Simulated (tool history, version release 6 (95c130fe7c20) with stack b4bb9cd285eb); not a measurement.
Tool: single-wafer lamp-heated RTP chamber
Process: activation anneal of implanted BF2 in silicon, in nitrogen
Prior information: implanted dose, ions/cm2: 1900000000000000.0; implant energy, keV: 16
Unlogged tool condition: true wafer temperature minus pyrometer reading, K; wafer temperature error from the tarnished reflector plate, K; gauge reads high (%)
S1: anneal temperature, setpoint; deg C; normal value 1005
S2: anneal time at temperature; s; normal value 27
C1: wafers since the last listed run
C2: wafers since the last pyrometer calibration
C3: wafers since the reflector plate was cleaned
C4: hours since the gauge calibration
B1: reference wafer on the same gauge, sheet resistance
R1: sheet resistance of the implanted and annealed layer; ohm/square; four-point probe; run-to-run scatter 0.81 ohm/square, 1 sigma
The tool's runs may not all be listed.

{"run": 1, "hour": 0.0, "S1": 993, "S2": 27, "C1": 0, "C2": 95, "C3": 4945, "C4": 159.0, "B1": 174.12, "R1": 187.26}
{"run": 2, "hour": 32.0, "S1": 993, "S2": 27, "C1": 499, "C2": 595, "C3": 5445, "C4": 191.0, "B1": 174.15, "R1": 187.13}
{"run": 3, "hour": 59.6, "S1": 993, "S2": 27, "C1": 431, "C2": 1026, "C3": 5876, "C4": 218.6, "B1": 174.27, "R1": 187.09}
{"run": 4, "hour": 90.4, "S1": 1023, "S2": 23, "C1": 481, "C2": 1507, "C3": 6357, "C4": 249.4, "B1": 174.86, "R1": 148.26}
{"run": 5, "hour": 107.9, "S1": 1005, "S2": 27, "C1": 273, "C2": 1780, "C3": 6630, "C4": 266.9, "B1": 174.88, "R1": 167.31}
{"run": 6, "hour": 139.5, "S1": 1005, "S2": 27, "C1": 493, "C2": 2274, "C3": 7124, "C4": 298.5, "B1": 174.77, "R1": 166.04}
{"run": 7, "hour": 170.7, "S1": 1005, "S2": 27, "C1": 487, "C2": 2761, "C3": 7611, "C4": 329.7, "B1": 175.19, "R1": 168.47}
{"run": 8, "hour": 205.5, "S1": 1005, "S2": 27, "C1": 543, "C2": 3304, "C3": 8155, "C4": 364.5, "B1": 175.66, "R1": 168.0}
{"run": 9, "hour": 233.7, "S1": 1005, "S2": 27, "C1": 440, "C2": 3745, "C3": 8595, "C4": 392.7, "B1": 176.03, "R1": 166.86}
{"run": 10, "hour": 249.1, "S1": 1027, "S2": 18, "C1": 240, "C2": 3985, "C3": 8836, "C4": 408.1, "B1": 176.04, "R1": 152.95}
{"hour": 267.1, "done": "reflector plate cleaned"}
{"run": 11, "hour": 283.8, "S1": 1015, "S2": 38, "C1": 417, "C2": 4402, "C3": 260, "C4": 442.8, "B1": 176.38, "R1": 139.39}
{"hour": 297.7, "done": "gauge calibrated"}
{"run": 12, "hour": 299.7, "S1": 997, "S2": 21, "C1": 248, "C2": 4651, "C3": 508, "C4": 2.0, "B1": 173.19, "R1": 188.05}
{"run": 13, "hour": 313.8, "S1": 989, "S2": 21, "C1": 220, "C2": 4871, "C3": 728, "C4": 16.1, "B1": 172.78, "R1": 201.93}
{"hour": 325.5, "done": "pyrometer window cleaned and pyrometer calibrated"}
{"run": 14, "hour": 341.3, "S1": 1005, "S2": 27, "C1": 304, "C2": 246, "C3": 1033, "C4": 43.6, "B1": 173.12, "R1": 166.09}
{"run": 15, "hour": 354.1, "S1": 1005, "S2": 27, "C1": 199, "C2": 446, "C3": 1233, "C4": 56.4, "B1": 173.07, "R1": 165.24}
{"run": 16, "hour": 385.1, "S1": 1023, "S2": 16, "C1": 484, "C2": 930, "C3": 1717, "C4": 87.4, "B1": 173.25, "R1": 156.88}
{"run": 17, "hour": 402.7, "S1": 1005, "S2": 17, "C1": 274, "C2": 1205, "C3": 1992, "C4": 105.0, "B1": 173.13, "R1": 183.09}
{"run": 18, "hour": 424.5, "S1": 985, "S2": 12, "C1": 340, "C2": 1545, "C3": 2332, "C4": 126.8, "B1": 173.45, "R1": 228.91}
{"run": 19, "hour": 441.4, "S1": 979, "S2": 21, "C1": 263, "C2": 1809, "C3": 2596, "C4": 143.7, "B1": 173.33, "R1": 223.08}

Each row is a separate what-if for the run after 19, all from the same tool condition, not one after another. Results?
{"run": "A", "hour": 441.8, "S1": 1005, "S2": 27, "C1": 6, "C2": 1815, "C3": 2602, "C4": 144.1, "B1": "?", "R1": "?"}
{"run": "B", "hour": 441.8, "S1": 982, "S2": 14, "C1": 6, "C2": 1815, "C3": 2602, "C4": 144.1, "B1": "?", "R1": "?"}
{"run": "C", "hour": 441.8, "S1": 1031, "S2": 20, "C1": 6, "C2": 1815, "C3": 2602, "C4": 144.1, "B1": "?", "R1": "?"}

run=A B1=173.14 R1=166.56
run=B B1=173.14 R1=230.24
run=C B1=173.14 R1=141.96
Had the tool no hidden state, the same runs would have come out as:
run=A R1=166.17
run=B R1=229.70
run=C R1=141.62
